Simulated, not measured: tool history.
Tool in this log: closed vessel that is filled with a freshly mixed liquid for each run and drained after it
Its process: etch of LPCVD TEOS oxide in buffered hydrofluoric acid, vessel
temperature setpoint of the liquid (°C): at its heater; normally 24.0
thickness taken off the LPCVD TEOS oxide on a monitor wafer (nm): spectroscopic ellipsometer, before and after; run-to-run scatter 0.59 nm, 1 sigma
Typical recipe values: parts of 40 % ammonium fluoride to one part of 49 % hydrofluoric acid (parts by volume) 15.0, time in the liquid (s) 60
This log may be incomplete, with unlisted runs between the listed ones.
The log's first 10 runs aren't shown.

run,hour,temperature setpoint of the liquid (°C),parts of 40 % ammonium fluoride to one part of 49 % hydrofluoric acid (parts by volume),time in the liquid (s),wafers since the last listed run,hours since the thermometer was replaced,hours since the hydrofluoric acid flow meter was replaced,hours since the gauge calibration,"read-back film thickness of the LPCVD TEOS oxide reference wafer, read on the same gauge (nm)",thickness taken off the LPCVD TEOS oxide on a monitor wafer (nm)
11,466.3,24.0,15.0,60,5183,1138.4,87.0,964.8,139.95,148.68
12,528.2,24.0,15.0,60,6087,1200.3,148.9,1026.7,140.02,149.28
13,579.0,24.0,15.0,60,4996,1251.1,199.7,1077.5,140.03,150.00
14,604.1,27.5,9.0,35,2468,1276.2,224.8,1102.6,140.01,168.73
15,636.9,25.5,19.5,70,3225,1309.0,257.6,1135.4,139.97,147.10
16,708.0,24.0,15.0,60,6992,1380.1,328.7,1206.5,140.04,150.84
17,738.3,22.5,15.0,60,2980,1410.4,359.0,1236.8,140.00,139.72
18,790.4,24.0,15.0,60,5124,1462.5,411.1,1288.9,139.98,152.14
19,839.9,24.0,15.0,85,4868,1512.0,460.6,1338.4,139.97,215.97
# hour 881.4: hydrofluoric acid flow meter replaced
20,883.6,25.5,15.0,80,4199,1555.7,2.2,1382.1,140.03,213.72
# hour 919.5: thermometer replaced
21,940.0,19.5,21.0,75,5448,20.5,58.6,1438.5,140.03,105.05
# hour 944.2: gauge calibrated
22,989.6,24.0,11.5,85,4878,70.1,108.2,45.4,140.00,272.07
23,1034.0,22.5,19.0,30,4366,114.5,152.6,89.8,140.01,54.08
24,1060.4,24.0,19.5,45,2596,140.9,179.0,116.2,139.97,86.59
25,1130.6,24.0,12.5,60,6904,211.1,249.2,186.4,139.99,178.84
26,1166.0,24.0,15.0,60,3481,246.5,284.6,221.8,139.95,150.41
27,1200.5,26.5,13.5,45,3393,281.0,319.1,256.3,140.00,143.29
28,1237.2,24.0,15.0,60,3609,317.7,355.8,293.0,139.99,151.46
29,1289.9,24.0,15.0,60,5183,370.4,408.5,345.7,140.03,151.72
# hour 1332.7: hydrofluoric acid flow meter replaced
30,1341.9,24.0,15.0,60,5015,422.4,9.2,397.7,140.01,148.04
31,1376.9,26.0,19.0,75,3442,457.4,44.2,432.7,139.99,164.19
32,1401.3,24.0,12.0,90,2399,481.8,68.6,457.1,140.00,275.59
33,1436.3,28.0,12.5,35,3442,516.8,103.6,492.1,140.02,128.79

Here are 4 independent what-if runs from the current tool condition. What would each one return?
A,1437.0,24.0,15.0,60,68,517.5,104.3,492.8,?,?
B,1437.0,26.0,11.5,45,68,517.5,104.3,492.8,?,?
C,1437.0,20.0,18.5,60,68,517.5,104.3,492.8,?,?
D,1437.0,20.5,17.5,60,68,517.5,104.3,492.8,?,?

run,"read-back film thickness of the LPCVD TEOS oxide reference wafer, read on the same gauge (nm)",thickness taken off the LPCVD TEOS oxide on a monitor wafer (nm)
A,139.97,148.04
B,139.97,160.52
C,139.97,96.49
D,139.97,104.82
Had the tool no hidden state, the same runs would have come out as:
run,thickness taken off the LPCVD TEOS oxide on a monitor wafer (nm)
A,146.48
B,158.84
C,95.47
D,103.72
